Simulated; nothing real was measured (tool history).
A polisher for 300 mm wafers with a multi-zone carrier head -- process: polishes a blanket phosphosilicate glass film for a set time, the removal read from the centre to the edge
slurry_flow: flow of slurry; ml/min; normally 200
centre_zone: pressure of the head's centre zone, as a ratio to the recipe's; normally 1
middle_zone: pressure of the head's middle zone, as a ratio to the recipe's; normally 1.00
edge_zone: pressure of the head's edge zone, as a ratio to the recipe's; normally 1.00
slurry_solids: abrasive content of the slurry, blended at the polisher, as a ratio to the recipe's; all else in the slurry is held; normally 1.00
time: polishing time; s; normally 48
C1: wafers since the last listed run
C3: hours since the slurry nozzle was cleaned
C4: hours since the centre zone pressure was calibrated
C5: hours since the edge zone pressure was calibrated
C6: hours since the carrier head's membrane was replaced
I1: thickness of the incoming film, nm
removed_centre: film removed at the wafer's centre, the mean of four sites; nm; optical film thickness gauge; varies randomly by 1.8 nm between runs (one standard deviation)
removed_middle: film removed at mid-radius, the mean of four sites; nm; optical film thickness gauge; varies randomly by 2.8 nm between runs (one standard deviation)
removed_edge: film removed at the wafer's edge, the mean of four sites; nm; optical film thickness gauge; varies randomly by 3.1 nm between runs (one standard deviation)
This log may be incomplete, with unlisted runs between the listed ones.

run 1 hour=0.0 | slurry_flow=200 centre_zone=1 middle_zone=1.00 edge_zone=1.00 slurry_solids=0.90 time=48 | C1=0 wafers_polished_on_this_pad=3051 C3=362.7 C4=161.7 C5=563.0 C6=1256.4 | I1=3227.5 | removed_centre=222.3 removed_middle=219.5 removed_edge=216.9
-- hour=33.6 slurry nozzle cleaned
run 2 hour=43.9 | slurry_flow=150 centre_zone=1 middle_zone=1.00 edge_zone=1.00 slurry_solids=0.85 time=33 | C1=398 wafers_polished_on_this_pad=3449 C3=10.3 C4=205.6 C5=606.9 C6=1300.3 | I1=3218.4 | removed_centre=142.8 removed_middle=141.2 removed_edge=139.6
run 3 hour=74.9 | slurry_flow=150 centre_zone=1 middle_zone=1.00 edge_zone=1.07 slurry_solids=1.00 time=48 | C1=288 wafers_polished_on_this_pad=3738 C3=41.3 C4=236.6 C5=637.9 C6=1331.3 | I1=3252.5 | removed_centre=238.5 removed_middle=234.9 removed_edge=241.8
-- hour=100.4 worn pad replaced by a new one
run 4 hour=132.5 | slurry_flow=200 centre_zone=1 middle_zone=1.00 edge_zone=1.00 slurry_solids=1.00 time=48 | C1=498 wafers_polished_on_this_pad=298 C3=98.9 C4=294.2 C5=695.5 C6=1388.9 | I1=3198.6 | removed_centre=251.0 removed_middle=251.5 removed_edge=237.6
run 5 hour=204.1 | slurry_flow=200 centre_zone=1 middle_zone=1.00 edge_zone=1.05 slurry_solids=1.00 time=48 | C1=665 wafers_polished_on_this_pad=963 C3=170.5 C4=365.8 C5=767.1 C6=1460.5 | I1=3181.6 | removed_centre=248.5 removed_middle=239.6 removed_edge=247.7
run 6 hour=241.4 | slurry_flow=200 centre_zone=1 middle_zone=1.00 edge_zone=1.00 slurry_solids=1.00 time=48 | C1=346 wafers_polished_on_this_pad=1310 C3=207.8 C4=403.1 C5=804.4 C6=1497.8 | I1=3263.8 | removed_centre=247.0 removed_middle=244.5 removed_edge=245.8
run 7 hour=305.6 | slurry_flow=200 centre_zone=1 middle_zone=1.00 edge_zone=1.00 slurry_solids=1.00 time=48 | C1=596 wafers_polished_on_this_pad=1906 C3=272.0 C4=467.3 C5=868.6 C6=1562.0 | I1=3252.0 | removed_centre=244.9 removed_middle=244.8 removed_edge=238.1
run 8 hour=361.3 | slurry_flow=200 centre_zone=1 middle_zone=1.00 edge_zone=1.00 slurry_solids=1.00 time=48 | C1=517 wafers_polished_on_this_pad=2424 C3=327.7 C4=523.0 C5=924.3 C6=1617.7 | I1=3204.5 | removed_centre=241.1 removed_middle=235.8 removed_edge=237.2
-- hour=521.6 slurry nozzle cleaned
run 9 hour=556.1 | slurry_flow=200 centre_zone=1 middle_zone=1.00 edge_zone=1.00 slurry_solids=1.00 time=56 | C1=1801 wafers_polished_on_this_pad=4225 C3=34.5 C4=717.8 C5=1119.1 C6=1812.5 | I1=3198.3 | removed_centre=286.7 removed_middle=293.3 removed_edge=281.7
-- hour=580.0 worn pad replaced by a new one
run 10 hour=603.2 | slurry_flow=200 centre_zone=1 middle_zone=1.00 edge_zone=1.00 slurry_solids=1.00 time=53 | C1=400 wafers_polished_on_this_pad=215 C3=81.6 C4=764.9 C5=1166.2 C6=1859.6 | I1=3226.0 | removed_centre=273.5 removed_middle=273.9 removed_edge=265.0
-- hour=652.0 carrier head's membrane replaced by a new one
run 11 hour=694.9 | slurry_flow=200 centre_zone=1 middle_zone=1.00 edge_zone=1.00 slurry_solids=1.00 time=48 | C1=805 wafers_polished_on_this_pad=1021 C3=173.3 C4=856.6 C5=1257.9 C6=42.9 | I1=3169.1 | removed_centre=243.4 removed_middle=242.6 removed_edge=241.1
-- hour=742.7 edge zone pressure recalibrated
run 12 hour=749.5 | slurry_flow=165 centre_zone=1 middle_zone=1.00 edge_zone=0.91 slurry_solids=0.70 time=56 | C1=488 wafers_polished_on_this_pad=1510 C3=227.9 C4=911.2 C5=6.8 C6=97.5 | I1=3198.7 | removed_centre=186.4 removed_middle=185.6 removed_edge=174.4
run 13 hour=821.4 | slurry_flow=200 centre_zone=1 middle_zone=1.00 edge_zone=0.90 slurry_solids=1.00 time=48 | C1=668 wafers_polished_on_this_pad=2178 C3=299.8 C4=983.1 C5=78.7 C6=169.4 | I1=3226.4 | removed_centre=240.0 removed_middle=240.9 removed_edge=228.8
run 14 hour=860.4 | slurry_flow=200 centre_zone=1 middle_zone=1.00 edge_zone=1.00 slurry_solids=1.00 time=48 | C1=362 wafers_polished_on_this_pad=2540 C3=338.8 C4=1022.1 C5=117.7 C6=208.4 | I1=3169.5 | removed_centre=237.7 removed_middle=235.9 removed_edge=232.6

For run 15, what comes out?
run 15 hour=896.6 | slurry_flow=255 centre_zone=1 middle_zone=0.89 edge_zone=1.00 slurry_solids=1.00 time=44 | C1=336 wafers_polished_on_this_pad=2877 C3=375.0 C4=1058.3 C5=153.9 C6=244.6 | I1=3191.2 | removed_centre=? removed_middle=? removed_edge=?

Run 15 came out at removed_centre 226.0 nm, removed_middle 202.7 nm, removed_edge 218.7 nm.
Minus the tool's unlogged condition, the same run would have read removed_centre 237.3 nm, removed_middle 211.7 nm, removed_edge 225.9 nm.
